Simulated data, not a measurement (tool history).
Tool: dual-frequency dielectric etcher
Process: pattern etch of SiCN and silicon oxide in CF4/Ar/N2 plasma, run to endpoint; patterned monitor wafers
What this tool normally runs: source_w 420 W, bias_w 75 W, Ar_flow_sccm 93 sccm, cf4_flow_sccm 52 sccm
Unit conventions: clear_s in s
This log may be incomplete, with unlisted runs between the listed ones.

run,day,source_w,bias_w,Ar_flow_sccm,cf4_flow_sccm,"incoming incoming film thickness, nm",clear_s
1,0,420,75,77,57,15.04,18.8
2,2.35,420,75,93,52,14.94,19.7
# day 4.746: wet clean of the chamber
3,5.904,420,86,107,43,15.19,19.8
# day 7.204: Ar flow controller replaced
4,10.079,420,56,77,52,15.02,22.5
5,14.125,420,75,93,52,14.99,19.7
6,18.229,420,75,78,52,14.99,19
7,27.679,510,75,93,48,15.06,16.4
8,30.292,420,75,93,52,15.08,20
# day 33.975: wet clean of the chamber
9,34.392,420,66,93,52,14.84,20.9
# day 35.788: CF4 flow controller replaced
10,36.596,460,75,111,52,15.15,18.6
# day 39.483: upper electrode replaced
11,39.554,420,75,85,52,15.13,19.4
12,41.967,420,75,93,52,14.95,19.7
# day 42.483: bias power generator calibrated
13,43.908,370,75,93,52,15.12,23
14,46.429,500,84,113,61,14.86,15.3
15,48.079,420,75,93,52,14.92,19.6
16,52.25,420,75,93,52,15.08,19.7
17,53.992,420,65,93,60,14.96,20.7
# day 63.188: wet clean of the chamber
18,63.883,420,75,93,52,15.07,19.9
19,65.746,420,75,93,52,15.25,20.2

Predict the results of run 20:
20,67.779,420,75,93,52,15.03,?

{"run 20": {"clear_s": 19.8}}
With the hidden condition absent and the run-to-run variation left alone, this run would have shown clear_s 19.8 s.
